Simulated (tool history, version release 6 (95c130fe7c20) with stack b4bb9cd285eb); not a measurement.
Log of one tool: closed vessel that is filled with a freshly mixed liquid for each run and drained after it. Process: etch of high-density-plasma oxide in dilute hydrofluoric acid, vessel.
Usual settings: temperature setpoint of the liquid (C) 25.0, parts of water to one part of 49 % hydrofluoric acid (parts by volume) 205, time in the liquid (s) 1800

run   hour  temperature setpoint of the liquid (C)  parts of water to one part of 49 % hydrofluoric acid (parts by volume)  time in the liquid (s)  wafers since the last listed run  hours since the thermometer was replaced  hours since the hydrofluoric acid flow meter was replaced  hours since the gauge calibration  read-back film thickness of the high-density-plasma oxide reference wafer, read on the same gauge (nm)  thickness taken off the high-density-plasma oxide on a monitor wafer (Å)
  1    0.0                                    25.0                                                                     205                    1800                                 0                                     561.1                                                      116.2                              356.9                                                                                                   70.00                                                                     453.0
  2   66.0                                    25.0                                                                     205                    1800                              2362                                     627.1                                                      182.2                              422.9                                                                                                   70.04                                                                     459.8
  3  131.3                                    25.0                                                                     205                    1800                              2337                                     692.4                                                      247.5                              488.2                                                                                                   70.02                                                                     452.9
  4  164.3                                    25.0                                                                     225                    2385                              1181                                     725.4                                                      280.5                              521.2                                                                                                   69.96                                                                     535.8
  5  215.5                                    25.0                                                                     225                    2385                              1832                                     776.6                                                      331.7                              572.4                                                                                                   70.01                                                                     539.4
  6  273.9                                    25.0                                                                     225                    2385                              2090                                     835.0                                                      390.1                              630.8                                                                                                   70.00                                                                     538.5
     283.0  -- hydrofluoric acid flow meter replaced
  7  303.6                                    25.0                                                                     205                    1800                              1027                                     864.7                                                       20.6                              660.5                                                                                                   69.97                                                                     465.7
  8  373.7                                    22.5                                                                     260                    1800                              2509                                     934.8                                                       90.7                              730.6                                                                                                   69.99                                                                     316.9
     375.8  -- gauge calibrated
  9  400.3                                    21.5                                                                     205                    1800                               952                                     961.4                                                      117.3                               24.5                                                                                                   70.03                                                                     402.6
 10  451.0                                    21.0                                                                     230                    1055                              1814                                    1012.1                                                      168.0                               75.2                                                                                                   70.03                                                                     205.3
 11  477.3                                    25.0                                                                     205                    1800                               941                                    1038.4                                                      194.3                              101.5                                                                                                   69.99                                                                     468.6
 12  505.5                                    25.0                                                                     205                    2600                              1009                                    1066.6                                                      222.5                              129.7                                                                                                   70.00                                                                     677.7
     536.4  -- thermometer replaced
 13  546.7                                    25.0                                                                     205                    1800                              1439                                      10.3                                                      263.7                              170.9                                                                                                   70.00                                                                     441.6
 14  615.8                                    25.0                                                                     205                    1800                              2473                                      79.4                                                      332.8                              240.0                                                                                                   69.97                                                                     444.8
     656.3  -- hydrofluoric acid flow meter replaced
 15  683.8                                    22.5                                                                     290                    1800                              2398                                     147.4                                                       27.5                              308.0                                                                                                   70.04                                                                     262.9

Measured less the same run without the tool's hidden state. The same run-to-run variation is in both; the gauge's scatter may not be:
The hidden state here: liquid hotter than its thermometer reads (K); hydrofluoric acid flow above the setpoint (%); gauge reads high (%).
run  thickness taken off the high-density-plasma oxide on a monitor wafer (Å)
  1                                                                     +13.6
  2                                                                     +15.2
  3                                                                     +16.3
  4                                                                     +19.9
  5                                                                     +21.4
  6                                                                     +22.5
  7                                                                     +20.4
  8                                                                     +14.9
  9                                                                     +20.2
 10                                                                     +10.7
 11                                                                     +24.4
 12                                                                     +36.0
 13                                                                      +1.3
 14                                                                      +2.8
 15                                                                      +2.5
